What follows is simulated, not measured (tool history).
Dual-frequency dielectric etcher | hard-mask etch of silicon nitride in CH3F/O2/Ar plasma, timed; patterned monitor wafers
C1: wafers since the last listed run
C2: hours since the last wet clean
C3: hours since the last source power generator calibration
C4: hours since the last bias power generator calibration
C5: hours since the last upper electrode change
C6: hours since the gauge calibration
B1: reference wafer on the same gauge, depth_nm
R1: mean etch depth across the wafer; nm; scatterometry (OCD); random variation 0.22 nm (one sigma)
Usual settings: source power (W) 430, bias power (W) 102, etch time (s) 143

{"run": 1, "day": 0.0, "source power (W)": 430, "bias power (W)": 102, "etch time (s)": 143, "C1": 0, "C2": 58.2, "C3": 3897.8, "C4": 1964.2, "C5": 4655.7, "C6": 137.7, "B1": 96, "R1": 105.9}
{"run": 2, "day": 2.15, "source power (W)": 430, "bias power (W)": 102, "etch time (s)": 143, "C1": 339, "C2": 109.8, "C3": 3949.4, "C4": 2015.8, "C5": 4707.3, "C6": 189.3, "B1": 96, "R1": 106.6}
{"run": 3, "day": 4.775, "source power (W)": 430, "bias power (W)": 102, "etch time (s)": 143, "C1": 414, "C2": 172.8, "C3": 4012.4, "C4": 2078.8, "C5": 4770.3, "C6": 252.3, "B1": 96, "R1": 106.1}
{"run": 4, "day": 7.546, "source power (W)": 350, "bias power (W)": 102, "etch time (s)": 143, "C1": 437, "C2": 239.3, "C3": 4078.9, "C4": 2145.3, "C5": 4836.8, "C6": 318.8, "B1": 96, "R1": 98.3}
{"run": 5, "day": 9.992, "source power (W)": 350, "bias power (W)": 102, "etch time (s)": 143, "C1": 386, "C2": 298, "C3": 4137.6, "C4": 2204, "C5": 4895.5, "C6": 377.5, "B1": 96, "R1": 98.3}
{"run": 6, "day": 11.012, "source power (W)": 350, "bias power (W)": 102, "etch time (s)": 143, "C1": 161, "C2": 322.5, "C3": 4162.1, "C4": 2228.5, "C5": 4920, "C6": 402, "B1": 96, "R1": 98.1}
{"run": 7, "day": 12.438, "source power (W)": 430, "bias power (W)": 84, "etch time (s)": 143, "C1": 225, "C2": 356.7, "C3": 4196.3, "C4": 2262.7, "C5": 4954.2, "C6": 436.2, "B1": 96, "R1": 97.4}
{"day": 14.075, "done": "wet clean of the chamber"}
{"run": 8, "day": 14.938, "source power (W)": 430, "bias power (W)": 102, "etch time (s)": 143, "C1": 236, "C2": 20.7, "C3": 4256.3, "C4": 2322.7, "C5": 5014.2, "C6": 496.2, "B1": 96, "R1": 106.3}
{"run": 9, "day": 15.962, "source power (W)": 430, "bias power (W)": 102, "etch time (s)": 143, "C1": 161, "C2": 45.3, "C3": 4280.9, "C4": 2347.3, "C5": 5038.8, "C6": 520.8, "B1": 96, "R1": 106.3}
{"run": 10, "day": 17.267, "source power (W)": 430, "bias power (W)": 102, "etch time (s)": 143, "C1": 205, "C2": 76.6, "C3": 4312.2, "C4": 2378.6, "C5": 5070.1, "C6": 552.1, "B1": 96, "R1": 106.4}
{"run": 11, "day": 19.108, "source power (W)": 430, "bias power (W)": 102, "etch time (s)": 143, "C1": 290, "C2": 120.8, "C3": 4356.4, "C4": 2422.8, "C5": 5114.3, "C6": 596.3, "B1": 96, "R1": 105.9}
{"day": 22.55, "done": "source power generator calibrated"}
{"run": 12, "day": 24.3, "source power (W)": 430, "bias power (W)": 102, "etch time (s)": 143, "C1": 793, "C2": 245.4, "C3": 42, "C4": 2547.4, "C5": 5238.9, "C6": 720.9, "B1": 96, "R1": 106.1}
{"day": 25.796, "done": "gauge calibrated"}
{"run": 13, "day": 27.3, "source power (W)": 430, "bias power (W)": 102, "etch time (s)": 125.5, "C1": 473, "C2": 317.4, "C3": 114, "C4": 2619.4, "C5": 5310.9, "C6": 36.1, "B1": 96, "R1": 93.4}
{"day": 28.996, "done": "bias power generator calibrated"}
{"day": 29.75, "done": "wet clean of the chamber"}
{"day": 30.029, "done": "upper electrode replaced"}
{"run": 14, "day": 30.05, "source power (W)": 380, "bias power (W)": 84, "etch time (s)": 100.5, "C1": 244, "C2": 7.2, "C3": 180, "C4": 25.3, "C5": 0.5, "C6": 102.1, "B1": 96, "R1": 65.1}
{"run": 15, "day": 30.417, "source power (W)": 430, "bias power (W)": 102, "etch time (s)": 159, "C1": 57, "C2": 16, "C3": 188.8, "C4": 34.1, "C5": 9.3, "C6": 110.9, "B1": 96, "R1": 118.2}
{"run": 16, "day": 31.879, "source power (W)": 430, "bias power (W)": 102, "etch time (s)": 128, "C1": 230, "C2": 51.1, "C3": 223.9, "C4": 69.2, "C5": 44.4, "C6": 146, "B1": 96, "R1": 95}
{"run": 17, "day": 34.017, "source power (W)": 430, "bias power (W)": 102, "etch time (s)": 143, "C1": 337, "C2": 102.4, "C3": 275.2, "C4": 120.5, "C5": 95.7, "C6": 197.3, "B1": 96, "R1": 106}
{"run": 18, "day": 36.933, "source power (W)": 510, "bias power (W)": 102, "etch time (s)": 143, "C1": 460, "C2": 172.4, "C3": 345.2, "C4": 190.5, "C5": 165.7, "C6": 267.3, "B1": 96, "R1": 113.9}
{"run": 19, "day": 38.617, "source power (W)": 430, "bias power (W)": 102, "etch time (s)": 143, "C1": 265, "C2": 212.8, "C3": 385.6, "C4": 230.9, "C5": 206.1, "C6": 307.7, "B1": 96, "R1": 106.1}
{"run": 20, "day": 41.204, "source power (W)": 470, "bias power (W)": 77, "etch time (s)": 170.5, "C1": 408, "C2": 274.9, "C3": 447.7, "C4": 293, "C5": 268.2, "C6": 369.8, "B1": 96, "R1": 115.1}
{"run": 21, "day": 43.012, "source power (W)": 500, "bias power (W)": 120, "etch time (s)": 143, "C1": 285, "C2": 318.3, "C3": 491.1, "C4": 336.4, "C5": 311.6, "C6": 413.2, "B1": 96, "R1": 121}
{"run": 22, "day": 44.254, "source power (W)": 350, "bias power (W)": 102, "etch time (s)": 143, "C1": 196, "C2": 348.1, "C3": 520.9, "C4": 366.2, "C5": 341.4, "C6": 443, "B1": 96, "R1": 98.4}
{"day": 45.908, "done": "wet clean of the chamber"}
{"run": 23, "day": 48.192, "source power (W)": 370, "bias power (W)": 118, "etch time (s)": 177, "C1": 463, "C2": 54.8, "C3": 615.4, "C4": 460.7, "C5": 435.9, "C6": 537.5, "B1": 96, "R1": 133.2}

How the hidden state differs across the entries between the runs, from the last listed run before each to the first after it:
Between runs 7 and 8: wet clean of the chamber (day 14.075)
  no hidden state differs between the two runs
Between runs 11 and 12: source power generator calibrated (day 22.55)
  no hidden state differs between the two runs
Between runs 12 and 13: gauge calibrated (day 25.796)
  no hidden state differs between the two runs
Between runs 13 and 14: bias power generator calibrated (day 28.996); wet clean of the chamber (day 29.75); upper electrode replaced (day 30.029)
  no hidden state differs between the two runs
Between runs 22 and 23: wet clean of the chamber (day 45.908)
  no hidden state differs between the two runs
